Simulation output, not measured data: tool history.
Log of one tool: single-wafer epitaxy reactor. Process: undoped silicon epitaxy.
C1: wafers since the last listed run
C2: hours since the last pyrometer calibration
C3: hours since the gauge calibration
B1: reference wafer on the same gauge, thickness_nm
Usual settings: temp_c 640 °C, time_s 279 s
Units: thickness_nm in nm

Run 1, day 0: usual settings but temp_c 650 °C, time_s 250 s; C1 0; C2 885.8; C3 134.7; B1 42.669. Result: thickness_nm 48.245 nm.
Run 2, day 0.308: usual settings but temp_c 650 °C, time_s 250 s; C1 37; C2 893.2; C3 142.1; B1 42.697. Result: thickness_nm 48.695 nm.
Run 3, day 2.175: usual settings but temp_c 650 °C, time_s 250 s; C1 226; C2 938; C3 186.9; B1 42.669. Result: thickness_nm 48.075 nm.
Run 4, day 2.467: usual settings; C1 35; C2 945; C3 193.9; B1 42.731. Result: thickness_nm 42.066 nm.
Run 5, day 2.792: usual settings; C1 39; C2 952.8; C3 201.7; B1 42.761. Result: thickness_nm 42.433 nm.
Run 6, day 3.329: usual settings; C1 65; C2 965.7; C3 214.6; B1 42.694. Result: thickness_nm 42.261 nm.
Run 7, day 3.967: usual settings; C1 77; C2 981; C3 229.9; B1 42.688. Result: thickness_nm 42.102 nm.
Run 8, day 4.221: usual settings but temp_c 644 °C, time_s 295 s; C1 30; C2 987.1; C3 236; B1 42.676. Result: thickness_nm 49.439 nm.
Run 9, day 4.917: usual settings but temp_c 644 °C, time_s 295 s; C1 84; C2 1003.8; C3 252.7; B1 42.668. Result: thickness_nm 49.38 nm.
Run 10, day 6.083: usual settings but time_s 316 s; C1 141; C2 1031.8; C3 280.7; B1 42.664. Result: thickness_nm 48.299 nm.
At day 6.783: pyrometer calibrated.
Run 11, day 6.804: usual settings but temp_c 634 °C, time_s 317 s; C1 46; C2 0.5; C3 298; B1 42.628. Result: thickness_nm 36.858 nm.
Run 12, day 7.192: usual settings but temp_c 634 °C, time_s 317 s; C1 46; C2 9.8; C3 307.3; B1 42.724. Result: thickness_nm 36.738 nm.
Run 13, day 7.8: usual settings; C1 73; C2 24.4; C3 321.9; B1 42.709. Result: thickness_nm 37.765 nm.
Run 14, day 8.142: usual settings; C1 41; C2 32.6; C3 330.1; B1 42.681. Result: thickness_nm 37.851 nm.
Run 15, day 8.488: usual settings; C1 41; C2 40.9; C3 338.4; B1 42.697. Result: thickness_nm 37.99 nm.
Run 16, day 9.017: usual settings but temp_c 649 °C, time_s 264 s; C1 64; C2 53.6; C3 351.1; B1 42.655. Result: thickness_nm 45.117 nm.
Run 17, day 9.317: usual settings but temp_c 644 °C, time_s 328 s; C1 36; C2 60.8; C3 358.3; B1 42.699. Result: thickness_nm 49.967 nm.
Run 18, day 10.017: usual settings but temp_c 651 °C; C1 84; C2 77.6; C3 375.1; B1 42.688. Result: thickness_nm 50.55 nm.
At day 10.454: gauge calibrated.
Run 19, day 10.658: usual settings but temp_c 645 °C, time_s 307 s; C1 77; C2 93; C3 4.9; B1 42.699. Result: thickness_nm 48.299 nm.
Run 20, day 11.121: usual settings but temp_c 635 °C; C1 56; C2 104.1; C3 16; B1 42.699. Result: thickness_nm 34.283 nm.
Run 21, day 11.812: usual settings but temp_c 626 °C, time_s 226 s; C1 83; C2 120.7; C3 32.6; B1 42.726. Result: thickness_nm 22.412 nm.
Run 22, day 12.154: usual settings but time_s 301 s; C1 41; C2 128.9; C3 40.8; B1 42.655. Result: thickness_nm 42.075 nm.
Run 23, day 12.725: usual settings but temp_c 646 °C, time_s 331 s; C1 69; C2 142.6; C3 54.5; B1 42.749. Result: thickness_nm 54.558 nm.
Run 24, day 13.104: usual settings but temp_c 635 °C, time_s 294 s; C1 45; C2 151.7; C3 63.6; B1 42.698. Result: thickness_nm 36.277 nm.
Run 25, day 13.458: usual settings; C1 42; C2 160.2; C3 72.1; B1 42.686. Result: thickness_nm 39.438 nm.
Run 26, day 14.504: usual settings; C1 126; C2 185.3; C3 97.2; B1 42.642. Result: thickness_nm 39.601 nm.
Run 27, day 15.129: usual settings but temp_c 625 °C, time_s 262 s; C1 75; C2 200.3; C3 112.2; B1 42.721. Result: thickness_nm 25.308 nm.
Run 28, day 15.579: usual settings but time_s 294 s; C1 54; C2 211.1; C3 123; B1 42.666. Result: thickness_nm 42.216 nm.

Forecast each of these 3 alternatives for the next run:
Run A, day 15.6: usual settings; C1 2; C2 211.6; C3 123.5; B1 ?. Result: thickness_nm ?.
Run B, day 15.6: usual settings but temp_c 631 °C, time_s 265 s; C1 2; C2 211.6; C3 123.5; B1 ?. Result: thickness_nm ?.
Run C, day 15.6: usual settings but temp_c 629 °C, time_s 323 s; C1 2; C2 211.6; C3 123.5; B1 ?. Result: thickness_nm ?.

run     B1  thickness_nm
  A  42.65        39.693
  B  42.65        29.978
  C  42.65          34.7
Without the tool's hidden state the same runs would have given:
run  thickness_nm
  A        36.637
  B        27.619
  C        31.956

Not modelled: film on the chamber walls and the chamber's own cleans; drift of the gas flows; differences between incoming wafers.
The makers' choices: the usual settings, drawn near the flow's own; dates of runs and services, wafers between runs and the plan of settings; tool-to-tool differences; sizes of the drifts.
